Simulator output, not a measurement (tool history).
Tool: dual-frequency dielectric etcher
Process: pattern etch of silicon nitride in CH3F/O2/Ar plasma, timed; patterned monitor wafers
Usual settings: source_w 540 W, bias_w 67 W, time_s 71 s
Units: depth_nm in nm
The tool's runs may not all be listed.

| run | day | source_w | bias_w | time_s | read-back reference wafer on the same gauge, depth_nm | depth_nm |
|---|---|---|---|---|---|---|
| 1 | 0 | 540 | 67 | 71 | 58.1 | 57.5 |
| 2 | 0.512 | 540 | 59 | 71 | 58.1 | 55.3 |
| 3 | 1.146 | 540 | 59 | 71 | 58.1 | 54.7 |
| 4 | 2.325 | 540 | 59 | 71 | 58.1 | 55.4 |
| 5 | 3.279 | 540 | 67 | 71 | 58 | 57.2 |
| 6 | 4.05 | 540 | 67 | 71 | 58.1 | 56.9 |
| 7 | 6.05 | 540 | 67 | 71 | 59.9 | 59 |
| 8 | 7.596 | 540 | 67 | 71 | 59.4 | 58.2 |
| 9 | 7.854 | 540 | 67 | 71 | 59.6 | 58.6 |
| 10 | 8.758 | 620 | 67 | 92 | 59.4 | 80.4 |
| 11 | 10.008 | 650 | 74 | 57 | 59 | 51.5 |
| 12 | 10.925 | 410 | 55 | 88.5 | 59.2 | 62.3 |
| 13 | 11.7 | 540 | 67 | 71 | 59.3 | 58.7 |
| 14 | 12.238 | 460 | 72 | 88 | 59 | 70.9 |
| 15 | 13.729 | 650 | 56 | 53.5 | 59 | 43.6 |
| 16 | 15.688 | 670 | 67 | 71 | 58.7 | 61.8 |
| 17 | 16.65 | 540 | 60 | 82.5 | 58.8 | 64.8 |
| 18 | 19.042 | 540 | 60 | 53.5 | 58.6 | 41.9 |
| 19 | 20.35 | 540 | 78 | 71 | 58.4 | 60.9 |
| 20 | 21.475 | 540 | 67 | 71 | 58.3 | 57.1 |
| 21 | 22.133 | 670 | 51 | 61 | 58.4 | 48.5 |
| 22 | 23.117 | 420 | 67 | 79.5 | 58.4 | 60.7 |
| 23 | 23.971 | 440 | 80 | 60 | 58.3 | 48.7 |
| 24 | 25.425 | 670 | 78 | 71 | 58.3 | 65.9 |
| 25 | 26.262 | 540 | 67 | 71 | 58.1 | 57.4 |
| 26 | 26.762 | 410 | 82 | 71 | 58.4 | 57.2 |
| 27 | 28.567 | 540 | 67 | 71 | 58.2 | 57.1 |
| 28 | 28.579 | 500 | 61 | 82.5 | 58.2 | 63.4 |
| 29 | 29.804 | 540 | 61 | 90.5 | 58.2 | 71.8 |
| 30 | 31.046 | 400 | 67 | 89.5 | 58.1 | 66.9 |

Not shown: 6 entries that the log had between the listed runs. Between which runs, and how does the tool's hidden state differ before and after?
Between runs 6 and 7: gauge calibrated (day 4.192)
  gauge reads high (%): -3.49 -> -0.551
  measured less the result without the state, depth_nm: -2.1 -> -0.3 nm
Between runs 7 and 8: wet clean of the chamber (day 7.575)
  gauge reads high (%): -0.551 -> -0.926
  measured less the result without the state, depth_nm: -0.3 -> -0.6 nm
Between runs 15 and 16: source power generator calibrated (day 13.942); upper electrode replaced (day 15.667)
  gauge reads high (%): -2.01 -> -2.25
  measured less the result without the state, depth_nm: -0.8 -> -1.4 nm
Between runs 16 and 17: bias power generator calibrated (day 16.629)
  gauge reads high (%): -2.25 -> -2.35
  measured less the result without the state, depth_nm: -1.4 -> -1.5 nm
Between runs 26 and 27: wet clean of the chamber (day 28.546)
  gauge reads high (%): -3.06 -> -3.14
  measured less the result without the state, depth_nm: -1.8 -> -1.8 nm
